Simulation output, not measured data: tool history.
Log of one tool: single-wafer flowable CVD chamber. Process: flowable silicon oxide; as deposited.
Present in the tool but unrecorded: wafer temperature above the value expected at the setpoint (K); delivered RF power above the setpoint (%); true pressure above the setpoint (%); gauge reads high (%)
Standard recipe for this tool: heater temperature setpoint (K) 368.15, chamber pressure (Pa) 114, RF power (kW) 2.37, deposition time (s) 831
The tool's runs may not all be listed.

| run | hour | heater temperature setpoint (K) | chamber pressure (Pa) | RF power (kW) | deposition time (s) | wafers since the last listed run | hours since the last thermocouple change | hours since the last RF generator calibration | hours since the last manometer calibration | hours since the showerhead was replaced | hours since the gauge calibration | read-back reference wafer on the same gauge, thickness_nm | mean film thickness on the monitor wafer (Å) |
|---|---|---|---|---|---|---|---|---|---|---|---|---|---|
| 1 | 0 | 368.15 | 134.5 | 2.37 | 831 | 0 | 1556.2 | 1049.5 | 1751.9 | 223.6 | 2137.6 | 633.151 | 8952.41 |
| 2 | 39.2 | 368.15 | 114 | 2.72 | 831 | 57 | 1595.4 | 1088.7 | 1791.1 | 262.8 | 2176.8 | 632.833 | 7789.03 |
| 3 | 109 | 368.15 | 120.5 | 2.37 | 831 | 102 | 1665.2 | 1158.5 | 1860.9 | 332.6 | 2246.6 | 632.708 | 8049.3 |
|  | 146.4 | thermocouple changed; heater temperature recalibrated |
| 4 | 162 | 368.15 | 114 | 2.37 | 831 | 66 | 15.6 | 1211.5 | 1913.9 | 385.6 | 2299.6 | 632.901 | 7641.59 |
| 5 | 228.9 | 368.15 | 114 | 2.37 | 831 | 98 | 82.5 | 1278.4 | 1980.8 | 452.5 | 2366.5 | 632.683 | 7664.3 |
| 6 | 303.2 | 368.15 | 114 | 2.37 | 748 | 109 | 156.8 | 1352.7 | 2055.1 | 526.8 | 2440.8 | 632.812 | 6888.7 |
| 7 | 374.2 | 381.15 | 114 | 2.525 | 831 | 104 | 227.8 | 1423.7 | 2126.1 | 597.8 | 2511.8 | 633.1 | 5137.44 |
|  | 425 | RF generator calibrated |
| 8 | 469.7 | 357.15 | 114 | 2.37 | 831 | 129 | 323.3 | 44.7 | 2221.6 | 693.3 | 2607.3 | 633.047 | 10704.34 |
| 9 | 506.4 | 375.15 | 114 | 2.37 | 726 | 54 | 360 | 81.4 | 2258.3 | 730 | 2644 | 633.04 | 5409.7 |
|  | 571 | capacitance manometer re-zeroed and calibrated |
| 10 | 583.5 | 360.15 | 114 | 2.37 | 831 | 101 | 437.1 | 158.5 | 12.5 | 807.1 | 2721.1 | 632.991 | 9856.52 |
| 11 | 664.2 | 368.15 | 114 | 2.525 | 956 | 119 | 517.8 | 239.2 | 93.2 | 887.8 | 2801.8 | 633.031 | 8914.12 |
| 12 | 742.6 | 368.15 | 114 | 2.37 | 831 | 115 | 596.2 | 317.6 | 171.6 | 966.2 | 2880.2 | 633.156 | 7677.33 |
|  | 774.5 | gauge calibrated |
| 13 | 823 | 354.15 | 114 | 2.37 | 831 | 118 | 676.6 | 398 | 252 | 1046.6 | 48.5 | 633.386 | 11603.28 |
| 14 | 910.9 | 368.15 | 114 | 2.37 | 831 | 129 | 764.5 | 485.9 | 339.9 | 1134.5 | 136.4 | 632.679 | 7675.94 |
| 15 | 979.4 | 368.15 | 106.4 | 2.37 | 831 | 101 | 833 | 554.4 | 408.4 | 1203 | 204.9 | 633.192 | 7202.5 |
| 16 | 1023.9 | 368.15 | 114 | 2.37 | 831 | 65 | 877.5 | 598.9 | 452.9 | 1247.5 | 249.4 | 633.22 | 7659.21 |
| 17 | 1121.4 | 374.15 | 123.3 | 2.37 | 831 | 143 | 975 | 696.4 | 550.4 | 1345 | 346.9 | 632.645 | 6859.56 |
| 18 | 1170.1 | 368.15 | 114 | 2.05 | 972 | 71 | 1023.7 | 745.1 | 599.1 | 1393.7 | 395.6 | 633.176 | 8680.38 |
| 19 | 1253.9 | 368.15 | 92 | 2.37 | 764 | 123 | 1107.5 | 828.9 | 682.9 | 1477.5 | 479.4 | 632.733 | 5762.69 |
| 20 | 1301.8 | 379.15 | 114 | 2.37 | 739 | 70 | 1155.4 | 876.8 | 730.8 | 1525.4 | 527.3 | 633.128 | 4799.34 |
| 21 | 1387.9 | 368.15 | 114 | 2.37 | 831 | 126 | 1241.5 | 962.9 | 816.9 | 1611.5 | 613.4 | 633.199 | 7665.33 |
| 22 | 1464.1 | 373.15 | 106.5 | 2.37 | 831 | 112 | 1317.7 | 1039.1 | 893.1 | 1687.7 | 689.6 | 632.954 | 6155.97 |
| 23 | 1558.3 | 375.15 | 101.2 | 2.37 | 831 | 138 | 1411.9 | 1133.3 | 987.3 | 1781.9 | 783.8 | 632.716 | 5500.07 |
| 24 | 1619 | 368.15 | 140.1 | 2.37 | 831 | 89 | 1472.6 | 1194 | 1048 | 1842.6 | 844.5 | 633.054 | 9265.01 |
| 25 | 1707.3 | 368.15 | 114 | 2.37 | 956 | 130 | 1560.9 | 1282.3 | 1136.3 | 1930.9 | 932.8 | 633.022 | 8820.32 |
| 26 | 1795.8 | 381.15 | 128.7 | 2.825 | 929 | 130 | 1649.4 | 1370.8 | 1224.8 | 2019.4 | 1021.3 | 633.287 | 6537.92 |
|  | 1847.1 | thermocouple changed; heater temperature recalibrated |
| 27 | 1847.6 | 368.15 | 139.6 | 2.37 | 831 | 64 | 0.5 | 1422.6 | 1276.6 | 2071.2 | 1073.1 | 633.133 | 9228.25 |

Measured less the same run without the tool's hidden state. The same run-to-run variation is in both; the gauge's scatter may not be:
| run | mean film thickness on the monitor wafer (Å) |
|---|---|
| 1 | -88.18 |
| 2 | -57.95 |
| 3 | -81.68 |
| 4 | -78.49 |
| 5 | -79.8 |
| 6 | -72.65 |
| 7 | -54.77 |
| 8 | -15.76 |
| 9 | -11.67 |
| 10 | -34.08 |
| 11 | -41.36 |
| 12 | -43.26 |
| 13 | -75.63 |
| 14 | -56.4 |
| 15 | -56.94 |
| 16 | -63.06 |
| 17 | -60.79 |
| 18 | -115.57 |
| 19 | -55.04 |
| 20 | -46.85 |
| 21 | -77.38 |
| 22 | -63.7 |
| 23 | -58.39 |
| 24 | -99.73 |
| 25 | -96.69 |
| 26 | -47.04 |
| 27 | -104.05 |

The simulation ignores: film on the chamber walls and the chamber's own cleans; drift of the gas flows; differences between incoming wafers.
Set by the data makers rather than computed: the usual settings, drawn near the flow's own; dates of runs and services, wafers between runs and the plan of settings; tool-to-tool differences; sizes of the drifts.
